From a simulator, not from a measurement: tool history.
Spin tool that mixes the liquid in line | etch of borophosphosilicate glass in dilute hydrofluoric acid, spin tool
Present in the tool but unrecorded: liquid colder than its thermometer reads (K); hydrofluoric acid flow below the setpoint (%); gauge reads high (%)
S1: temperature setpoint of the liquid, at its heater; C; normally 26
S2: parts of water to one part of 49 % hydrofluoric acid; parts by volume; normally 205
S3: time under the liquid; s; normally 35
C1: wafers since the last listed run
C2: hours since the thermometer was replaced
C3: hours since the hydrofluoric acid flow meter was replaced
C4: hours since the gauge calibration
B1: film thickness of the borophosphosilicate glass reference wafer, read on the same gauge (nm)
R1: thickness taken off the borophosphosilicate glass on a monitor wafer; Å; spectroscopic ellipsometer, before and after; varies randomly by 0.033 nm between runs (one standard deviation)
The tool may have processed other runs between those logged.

run,hour,S1,S2,S3,C1,C2,C3,C4,B1,R1
1,0,26,205,35,0,480.7,556.3,525.3,49.99,62.1
2,33.7,26,205,35,600,514.4,590,559,50,61
3,96.2,30,205,20,1113,576.9,652.5,621.5,49.99,40.1
4,254.3,29.5,205,35,2816,735,810.6,779.6,49.99,68.1
# hour 263.2: hydrofluoric acid flow meter replaced
5,288.9,29.5,205,35,598,769.6,25.7,814.2,50.02,72.2
6,316.2,29.5,205,35,486,796.9,53,841.5,50,72
# hour 352.5: gauge calibrated
7,363,26,205,35,833,843.7,99.8,10.5,49.98,63.3
8,404.3,26,205,35,735,885,141.1,51.8,50,63.2
9,446.3,26,205,35,748,927,183.1,93.8,50.01,63.2

Predict the results of run 10:
10,515.2,26,115,25,1227,995.9,252,162.7,?,?

{"run 10": {"B1": 50.01, "R1": 89.3}}
With no hidden state in the tool, this same run would have given R1 91.3 Å.
